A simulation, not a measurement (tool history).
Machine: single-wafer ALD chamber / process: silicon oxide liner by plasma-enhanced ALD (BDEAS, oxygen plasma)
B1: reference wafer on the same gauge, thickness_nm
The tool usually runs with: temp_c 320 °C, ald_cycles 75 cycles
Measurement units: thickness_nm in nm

{"run": 1, "hour": 0.0, "temp_c": 324, "ald_cycles": 75, "B1": 7.248, "thickness_nm": 7.323}
{"run": 2, "hour": 60.2, "temp_c": 324, "ald_cycles": 75, "B1": 7.257, "thickness_nm": 7.303}
{"run": 3, "hour": 149.3, "temp_c": 324, "ald_cycles": 75, "B1": 7.251, "thickness_nm": 7.317}
{"run": 4, "hour": 228.1, "temp_c": 320, "ald_cycles": 75, "B1": 7.248, "thickness_nm": 7.375}
{"run": 5, "hour": 281.4, "temp_c": 320, "ald_cycles": 75, "B1": 7.247, "thickness_nm": 7.359}
{"run": 6, "hour": 320.6, "temp_c": 320, "ald_cycles": 75, "B1": 7.244, "thickness_nm": 7.375}
{"run": 7, "hour": 396.4, "temp_c": 320, "ald_cycles": 75, "B1": 7.255, "thickness_nm": 7.359}
{"run": 8, "hour": 436.4, "temp_c": 320, "ald_cycles": 75, "B1": 7.251, "thickness_nm": 7.36}
{"run": 9, "hour": 474.7, "temp_c": 320, "ald_cycles": 75, "B1": 7.247, "thickness_nm": 7.329}
{"run": 10, "hour": 541.1, "temp_c": 320, "ald_cycles": 65, "B1": 7.261, "thickness_nm": 6.399}
{"run": 11, "hour": 630.2, "temp_c": 320, "ald_cycles": 65, "B1": 7.255, "thickness_nm": 6.387}
{"run": 12, "hour": 722.1, "temp_c": 310, "ald_cycles": 75, "B1": 7.246, "thickness_nm": 7.48}
{"run": 13, "hour": 785.7, "temp_c": 320, "ald_cycles": 85, "B1": 7.248, "thickness_nm": 8.388}
{"run": 14, "hour": 856.7, "temp_c": 320, "ald_cycles": 85, "B1": 7.245, "thickness_nm": 8.36}
{"run": 15, "hour": 939.7, "temp_c": 320, "ald_cycles": 75, "B1": 7.251, "thickness_nm": 7.392}
{"run": 16, "hour": 977.0, "temp_c": 320, "ald_cycles": 88, "B1": 7.253, "thickness_nm": 8.67}
{"run": 17, "hour": 1063.0, "temp_c": 314, "ald_cycles": 60, "B1": 7.239, "thickness_nm": 5.94}
{"run": 18, "hour": 1134.5, "temp_c": 320, "ald_cycles": 75, "B1": 7.251, "thickness_nm": 7.358}
{"run": 19, "hour": 1212.3, "temp_c": 315, "ald_cycles": 75, "B1": 7.247, "thickness_nm": 7.423}
{"run": 20, "hour": 1274.3, "temp_c": 311, "ald_cycles": 65, "B1": 7.249, "thickness_nm": 6.482}
{"run": 21, "hour": 1311.8, "temp_c": 316, "ald_cycles": 63, "B1": 7.252, "thickness_nm": 6.243}
{"hour": 1442.6, "done": "gauge calibrated"}
{"hour": 1447.8, "done": "thermocouple changed; heater temperature recalibrated"}
{"run": 22, "hour": 1528.5, "temp_c": 320, "ald_cycles": 79, "B1": 7.25, "thickness_nm": 7.691}
{"run": 23, "hour": 1590.2, "temp_c": 320, "ald_cycles": 66, "B1": 7.255, "thickness_nm": 6.45}
{"run": 24, "hour": 1682.1, "temp_c": 307, "ald_cycles": 75, "B1": 7.239, "thickness_nm": 7.442}
{"run": 25, "hour": 1760.2, "temp_c": 305, "ald_cycles": 80, "B1": 7.248, "thickness_nm": 8.003}
{"run": 26, "hour": 1824.4, "temp_c": 320, "ald_cycles": 63, "B1": 7.251, "thickness_nm": 6.166}
{"run": 27, "hour": 1918.3, "temp_c": 329, "ald_cycles": 75, "B1": 7.255, "thickness_nm": 7.224}
{"run": 28, "hour": 2208.6, "temp_c": 320, "ald_cycles": 75, "B1": 7.254, "thickness_nm": 7.372}
{"run": 29, "hour": 2272.1, "temp_c": 335, "ald_cycles": 68, "B1": 7.247, "thickness_nm": 6.498}

What if the next run were any one of these 3? Each begins from the tool's condition after run 29:
{"run": "A", "hour": 2272.6, "temp_c": 320, "ald_cycles": 75, "B1": "?", "thickness_nm": "?"}
{"run": "B", "hour": 2272.6, "temp_c": 331, "ald_cycles": 83, "B1": "?", "thickness_nm": "?"}
{"run": "C", "hour": 2272.6, "temp_c": 335, "ald_cycles": 90, "B1": "?", "thickness_nm": "?"}

run=A B1=7.250 thickness_nm=7.344
run=B B1=7.250 thickness_nm=7.983
run=C B1=7.250 thickness_nm=8.600
The same runs, with their run-to-run variation unchanged, on a tool lacking any hidden condition would have given:
run=A thickness_nm=7.291
run=B thickness_nm=7.925
run=C thickness_nm=8.537

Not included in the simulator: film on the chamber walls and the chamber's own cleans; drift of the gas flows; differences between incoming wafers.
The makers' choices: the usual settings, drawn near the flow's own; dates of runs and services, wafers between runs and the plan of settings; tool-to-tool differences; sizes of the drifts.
